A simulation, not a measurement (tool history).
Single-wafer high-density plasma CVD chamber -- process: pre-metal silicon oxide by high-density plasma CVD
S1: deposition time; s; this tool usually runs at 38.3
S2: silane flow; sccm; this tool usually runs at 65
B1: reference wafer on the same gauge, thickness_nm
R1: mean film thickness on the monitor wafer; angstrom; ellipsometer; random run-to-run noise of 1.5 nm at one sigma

| run | day | S1 | S2 | B1 | R1 |
|---|---|---|---|---|---|
| 1 | 0.000 | 35.0 | 74 | 279.567 | 2633.21 |
| 2 | 0.683 | 35.0 | 74 | 280.183 | 2632.02 |
| 3 | 1.462 | 35.0 | 74 | 279.821 | 2652.06 |
| 4 | 2.542 | 36.7 | 65 | 280.070 | 2469.56 |
| 5 | 3.558 | 38.3 | 68 | 280.282 | 2692.48 |
| 6 | 4.379 | 38.3 | 68 | 279.765 | 2626.52 |
| 7 | 5.692 | 38.3 | 68 | 280.021 | 2651.29 |
| 8 | 6.654 | 38.3 | 65 | 279.876 | 2540.65 |
| 9 | 7.942 | 44.6 | 56 | 280.278 | 2562.41 |
| 10 | 8.658 | 36.2 | 58 | 279.869 | 2160.79 |
| 11 | 9.404 | 45.2 | 65 | 280.082 | 2982.39 |
|  | 10.296 | gauge calibrated |
| 12 | 10.596 | 36.1 | 65 | 279.980 | 2409.73 |
|  | 11.371 | silane flow controller replaced |
| 13 | 12.033 | 38.3 | 65 | 279.736 | 2550.48 |
| 14 | 12.554 | 38.3 | 69 | 280.086 | 2700.86 |
| 15 | 13.788 | 31.0 | 57 | 279.851 | 1810.74 |
| 16 | 14.442 | 41.6 | 71 | 279.935 | 3011.58 |

Alternative continuations, all from the tool just after run 16; predict every row:
| A | 14.458 | 38.3 | 65 | ? | ? |
| B | 14.458 | 32.7 | 65 | ? | ? |
| C | 14.458 | 44.6 | 65 | ? | ? |
| D | 14.458 | 33.4 | 56 | ? | ? |
| E | 14.458 | 36.1 | 71 | ? | ? |

| run | B1 | R1 |
|---|---|---|
| A | 279.756 | 2561.93 |
| B | 279.756 | 2187.34 |
| C | 279.756 | 2983.34 |
| D | 279.756 | 1927.84 |
| E | 279.756 | 2635.49 |
Had the tool no hidden state, the same runs would have come out as:
| run | R1 |
|---|---|
| A | 2561.93 |
| B | 2187.34 |
| C | 2983.34 |
| D | 1927.84 |
| E | 2635.49 |
